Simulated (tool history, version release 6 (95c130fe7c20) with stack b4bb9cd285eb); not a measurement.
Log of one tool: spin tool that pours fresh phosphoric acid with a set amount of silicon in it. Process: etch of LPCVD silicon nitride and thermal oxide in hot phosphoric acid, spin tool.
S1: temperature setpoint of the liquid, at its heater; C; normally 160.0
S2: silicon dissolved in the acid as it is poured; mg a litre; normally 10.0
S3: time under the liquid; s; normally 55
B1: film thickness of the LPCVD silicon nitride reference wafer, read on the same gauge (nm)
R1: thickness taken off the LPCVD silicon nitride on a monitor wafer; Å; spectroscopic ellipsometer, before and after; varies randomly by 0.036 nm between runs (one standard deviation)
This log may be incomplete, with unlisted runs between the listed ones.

run 1 hour=0.0 | S1=160.0 S2=10.0 S3=55 | B1=50.007 | R1=45.73
run 2 hour=33.1 | S1=160.0 S2=10.0 S3=55 | B1=49.986 | R1=45.67
run 3 hour=62.8 | S1=160.0 S2=10.0 S3=55 | B1=50.030 | R1=47.01
run 4 hour=120.7 | S1=159.5 S2=10.0 S3=55 | B1=50.013 | R1=45.72
run 5 hour=287.3 | S1=160.0 S2=10.0 S3=65 | B1=49.998 | R1=55.88
-- hour=343.5 dissolved silicon flow meter replaced
run 6 hour=357.3 | S1=160.0 S2=10.0 S3=65 | B1=50.021 | R1=55.54
run 7 hour=405.3 | S1=160.0 S2=5.0 S3=55 | B1=50.008 | R1=47.46
run 8 hour=463.2 | S1=160.0 S2=10.0 S3=55 | B1=50.015 | R1=47.10
run 9 hour=516.2 | S1=160.0 S2=10.0 S3=55 | B1=50.014 | R1=47.92
-- hour=529.1 heated supply line repaired
run 10 hour=576.6 | S1=160.0 S2=10.0 S3=35 | B1=49.996 | R1=30.25
run 11 hour=645.8 | S1=159.0 S2=10.0 S3=55 | B1=50.020 | R1=46.42
-- hour=666.3 gauge calibrated
run 12 hour=710.0 | S1=160.0 S2=10.0 S3=55 | B1=49.988 | R1=48.19
run 13 hour=735.9 | S1=157.0 S2=16.0 S3=75 | B1=49.998 | R1=59.18
run 14 hour=784.1 | S1=160.0 S2=16.5 S3=55 | B1=50.015 | R1=48.04
-- hour=841.5 thermometer replaced
run 15 hour=856.0 | S1=160.0 S2=10.0 S3=55 | B1=50.006 | R1=44.63
-- hour=857.4 dissolved silicon flow meter replaced
run 16 hour=915.9 | S1=161.5 S2=3.0 S3=55 | B1=50.007 | R1=47.36
run 17 hour=971.8 | S1=161.0 S2=10.0 S3=70 | B1=49.993 | R1=59.09
run 18 hour=1010.4 | S1=160.0 S2=10.0 S3=55 | B1=50.009 | R1=44.81
run 19 hour=1065.9 | S1=160.0 S2=10.0 S3=55 | B1=50.036 | R1=44.89
run 20 hour=1100.3 | S1=157.5 S2=10.0 S3=75 | B1=50.011 | R1=56.82
run 21 hour=1156.5 | S1=161.0 S2=17.5 S3=55 | B1=49.998 | R1=46.39
run 22 hour=1188.8 | S1=158.0 S2=15.0 S3=20 | B1=50.017 | R1=15.29

Below, some changes in R1 between adjacent runs. For each, the amount present without the hidden state too (settings, incoming material, random variation) and the amount remaining for the hidden state with gauge scatter not shared by both compared results:
The tool's hidden condition here consists of: liquid hotter than its thermometer reads (K); dissolved silicon flow above the setpoint (%); temperature lost on the way to the wafer (K); gauge reads high (%).
Run 9 -> 10: S3 55 -> 35, heated supply line repaired. R1 -17.67 Å: hidden state -0.98, all else -16.69.
Run 10 -> 11: S1 160.0 -> 159.0, S3 35 -> 55. R1 +16.17 Å: hidden state +1.18, all else +14.99.
Run 14 -> 15: S2 16.5 -> 10.0, thermometer replaced. R1 -3.41 Å: hidden state -3.35, all else -0.06.
Run 21 -> 22: S1 161.0 -> 158.0, S2 17.5 -> 15.0, S3 55 -> 20. R1 -31.10 Å: hidden state -0.53, all else -30.57.

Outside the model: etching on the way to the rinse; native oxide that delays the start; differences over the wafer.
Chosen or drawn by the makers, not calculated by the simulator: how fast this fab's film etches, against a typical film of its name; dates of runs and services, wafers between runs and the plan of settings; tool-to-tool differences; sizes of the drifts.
